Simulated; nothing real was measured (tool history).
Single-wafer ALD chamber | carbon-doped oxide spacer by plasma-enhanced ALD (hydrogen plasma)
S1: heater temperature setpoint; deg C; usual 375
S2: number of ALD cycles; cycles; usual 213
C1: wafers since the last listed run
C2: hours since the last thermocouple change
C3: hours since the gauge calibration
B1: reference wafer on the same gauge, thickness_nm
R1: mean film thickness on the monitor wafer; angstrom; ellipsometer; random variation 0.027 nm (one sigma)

run 1 hour=0 | S1=375 S2=213 | C1=0 C2=85.7 C3=469.2 | B1=11.191 | R1=108.24
run 2 hour=53.5 | S1=375 S2=213 | C1=122 C2=139.2 C3=522.7 | B1=11.207 | R1=108.03
run 3 hour=118.3 | S1=375 S2=213 | C1=147 C2=204 C3=587.5 | B1=11.203 | R1=108.03
run 4 hour=167.3 | S1=375 S2=213 | C1=111 C2=253 C3=636.5 | B1=11.207 | R1=108.24
run 5 hour=218.4 | S1=381 S2=213 | C1=116 C2=304.1 C3=687.6 | B1=11.216 | R1=108.21
run 6 hour=272.2 | S1=375 S2=237 | C1=122 C2=357.9 C3=741.4 | B1=11.211 | R1=120.44
run 7 hour=326.8 | S1=375 S2=237 | C1=124 C2=412.5 C3=796 | B1=11.213 | R1=120.61
run 8 hour=476.9 | S1=375 S2=239 | C1=342 C2=562.6 C3=946.1 | B1=11.218 | R1=121.39
run 9 hour=508.7 | S1=375 S2=239 | C1=72 C2=594.4 C3=977.9 | B1=11.231 | R1=121.25
run 10 hour=575.5 | S1=365 S2=232 | C1=152 C2=661.2 C3=1044.7 | B1=11.219 | R1=118.39
-- hour=602.4 gauge calibrated
run 11 hour=623.7 | S1=365 S2=232 | C1=109 C2=709.4 C3=21.3 | B1=11.094 | R1=117.08
run 12 hour=661.1 | S1=375 S2=213 | C1=85 C2=746.8 C3=58.7 | B1=11.107 | R1=107.41
run 13 hour=706.7 | S1=375 S2=213 | C1=104 C2=792.4 C3=104.3 | B1=11.12 | R1=106.99
run 14 hour=774.2 | S1=375 S2=213 | C1=153 C2=859.9 C3=171.8 | B1=11.148 | R1=107.45
run 15 hour=798.8 | S1=375 S2=213 | C1=56 C2=884.5 C3=196.4 | B1=11.16 | R1=107.61
run 16 hour=845.4 | S1=375 S2=213 | C1=106 C2=931.1 C3=243 | B1=11.166 | R1=107.58
run 17 hour=872.4 | S1=360 S2=213 | C1=61 C2=958.1 C3=270 | B1=11.17 | R1=107.41
-- hour=903.4 thermocouple changed; heater temperature recalibrated
run 18 hour=941.7 | S1=380 S2=213 | C1=139 C2=38.3 C3=339.3 | B1=11.188 | R1=108.11
run 19 hour=965.9 | S1=375 S2=200 | C1=55 C2=62.5 C3=363.5 | B1=11.183 | R1=101.58
run 20 hour=1032.6 | S1=385 S2=188 | C1=152 C2=129.2 C3=430.2 | B1=11.191 | R1=95.59
run 21 hour=1079.3 | S1=379 S2=196 | C1=106 C2=175.9 C3=476.9 | B1=11.195 | R1=99.47
run 22 hour=1136 | S1=375 S2=226 | C1=129 C2=232.6 C3=533.6 | B1=11.2 | R1=114.63
run 23 hour=1196.1 | S1=389 S2=195 | C1=137 C2=292.7 C3=593.7 | B1=11.215 | R1=99.51
run 24 hour=1237.9 | S1=384 S2=213 | C1=95 C2=334.5 C3=635.5 | B1=11.216 | R1=108.11
run 25 hour=1326.3 | S1=375 S2=213 | C1=201 C2=422.9 C3=723.9 | B1=11.226 | R1=107.86
run 26 hour=1367.5 | S1=375 S2=213 | C1=93 C2=464.1 C3=765.1 | B1=11.23 | R1=107.77
run 27 hour=1418.5 | S1=369 S2=229 | C1=116 C2=515.1 C3=816.1 | B1=11.231 | R1=116.75
-- hour=1560 gauge calibrated
run 28 hour=1573.6 | S1=371 S2=192 | C1=353 C2=670.2 C3=13.6 | B1=11.079 | R1=96.27
run 29 hour=1632.5 | S1=368 S2=196 | C1=134 C2=729.1 C3=72.5 | B1=11.097 | R1=98.42
run 30 hour=1682.7 | S1=368 S2=179 | C1=114 C2=779.3 C3=122.7 | B1=11.116 | R1=90.21
run 31 hour=1730 | S1=360 S2=232 | C1=107 C2=826.6 C3=170 | B1=11.128 | R1=116.38
run 32 hour=1765.1 | S1=375 S2=213 | C1=80 C2=861.7 C3=205.1 | B1=11.135 | R1=107.6

The same runs without the tool's hidden state, with the same run-to-run variation:
The hidden state here: wafer temperature above the value expected at the setpoint (K); gauge reads high (%).
run=1 R1=107.37
run=2 R1=107.11
run=3 R1=107.06
run=4 R1=107.23
run=5 R1=107.16
run=6 R1=119.25
run=7 R1=119.38
run=8 R1=120.09
run=9 R1=119.94
run=10 R1=117.1
run=11 R1=117.13
run=12 R1=107.31
run=13 R1=106.74
run=14 R1=107
run=15 R1=107.1
run=16 R1=106.96
run=17 R1=106.73
run=18 R1=107.31
run=19 R1=100.79
run=20 R1=94.76
run=21 R1=98.56
run=22 R1=113.52
run=23 R1=98.49
run=24 R1=106.98
run=25 R1=106.68
run=26 R1=106.57
run=27 R1=115.42
run=28 R1=96.49
run=29 R1=98.43
run=30 R1=90.09
run=31 R1=116.08
run=32 R1=107.23
